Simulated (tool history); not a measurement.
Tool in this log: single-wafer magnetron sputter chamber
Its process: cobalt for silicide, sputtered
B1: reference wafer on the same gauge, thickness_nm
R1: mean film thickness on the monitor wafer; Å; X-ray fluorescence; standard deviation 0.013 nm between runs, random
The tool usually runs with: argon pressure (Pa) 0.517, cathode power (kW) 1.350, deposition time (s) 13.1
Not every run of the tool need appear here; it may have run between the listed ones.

run 1 day=0.000 | argon_pressure_(Pa)=0.517 cathode_power_(kW)=1.350 deposition_time_(s)=13.1 | B1=6.742 | R1=83.02
-- day=0.129 gauge calibrated
run 2 day=0.533 | argon_pressure_(Pa)=0.517 cathode_power_(kW)=1.350 deposition_time_(s)=11.5 | B1=6.737 | R1=72.91
run 3 day=0.996 | argon_pressure_(Pa)=0.517 cathode_power_(kW)=1.200 deposition_time_(s)=13.1 | B1=6.739 | R1=73.45
-- day=1.475 sputter target and shields replaced
run 4 day=1.496 | argon_pressure_(Pa)=0.517 cathode_power_(kW)=1.200 deposition_time_(s)=13.1 | B1=6.742 | R1=74.39
run 5 day=1.758 | argon_pressure_(Pa)=0.517 cathode_power_(kW)=1.400 deposition_time_(s)=13.1 | B1=6.740 | R1=86.77
run 6 day=2.171 | argon_pressure_(Pa)=0.517 cathode_power_(kW)=1.400 deposition_time_(s)=13.1 | B1=6.741 | R1=86.60
run 7 day=2.533 | argon_pressure_(Pa)=0.517 cathode_power_(kW)=1.400 deposition_time_(s)=13.1 | B1=6.740 | R1=86.50
run 8 day=3.021 | argon_pressure_(Pa)=0.675 cathode_power_(kW)=1.550 deposition_time_(s)=13.1 | B1=6.737 | R1=91.14
run 9 day=3.708 | argon_pressure_(Pa)=0.517 cathode_power_(kW)=1.350 deposition_time_(s)=13.1 | B1=6.741 | R1=83.23
run 10 day=4.004 | argon_pressure_(Pa)=0.517 cathode_power_(kW)=1.350 deposition_time_(s)=13.1 | B1=6.741 | R1=83.02
run 11 day=4.329 | argon_pressure_(Pa)=0.517 cathode_power_(kW)=1.350 deposition_time_(s)=13.1 | B1=6.739 | R1=83.22
run 12 day=5.058 | argon_pressure_(Pa)=0.517 cathode_power_(kW)=1.350 deposition_time_(s)=13.1 | B1=6.741 | R1=82.50
run 13 day=5.562 | argon_pressure_(Pa)=0.517 cathode_power_(kW)=1.350 deposition_time_(s)=13.1 | B1=6.740 | R1=82.47
-- day=5.925 gauge calibrated
run 14 day=6.267 | argon_pressure_(Pa)=0.517 cathode_power_(kW)=1.350 deposition_time_(s)=13.1 | B1=6.738 | R1=82.10
-- day=6.712 sputter target and shields replaced
run 15 day=6.921 | argon_pressure_(Pa)=0.356 cathode_power_(kW)=1.150 deposition_time_(s)=13.1 | B1=6.743 | R1=75.04

The next listed run, before its measurement:
run 16 day=7.271 | argon_pressure_(Pa)=0.674 cathode_power_(kW)=1.100 deposition_time_(s)=11.8 | B1=? | R1=?

Run 16 measured B1 6.742, R1 58.32 Å.
With the hidden condition absent and the run-to-run variation left alone, this run would have shown R1 58.47 Å.
